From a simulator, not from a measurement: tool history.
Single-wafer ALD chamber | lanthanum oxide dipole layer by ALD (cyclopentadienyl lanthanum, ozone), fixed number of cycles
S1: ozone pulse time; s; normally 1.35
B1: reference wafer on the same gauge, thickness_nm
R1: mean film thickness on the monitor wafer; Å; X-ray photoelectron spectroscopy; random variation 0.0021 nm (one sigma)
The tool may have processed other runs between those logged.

Run 1, hour 0.0: usual settings but S1 1.76 s; B1 0.659. Result: R1 5.70 Å.
Run 2, hour 29.0: usual settings but S1 1.76 s; B1 0.660. Result: R1 5.70 Å.
Run 3, hour 89.1: usual settings but S1 1.06 s; B1 0.660. Result: R1 5.21 Å.
Run 4, hour 119.8: usual settings but S1 1.18 s; B1 0.660. Result: R1 5.32 Å.
Run 5, hour 171.7: usual settings but S1 0.94 s; B1 0.660. Result: R1 4.98 Å.
Run 6, hour 238.3: usual settings but S1 1.01 s; B1 0.660. Result: R1 5.11 Å.
Run 7, hour 309.2: usual settings; B1 0.660. Result: R1 5.40 Å.
Run 8, hour 344.2: usual settings; B1 0.660. Result: R1 5.40 Å.

Predict the results of run 9:
At hour 451.9: thermocouple changed; heater temperature recalibrated.
At hour 561.1: ozone generator serviced.
Run 9, hour 561.6: usual settings; B1 ?. Result: R1 ?.

B1: 0.660
R1: 5.55 Å
The same run, on a tool lacking any hidden state, would have yielded R1 5.56 Å.
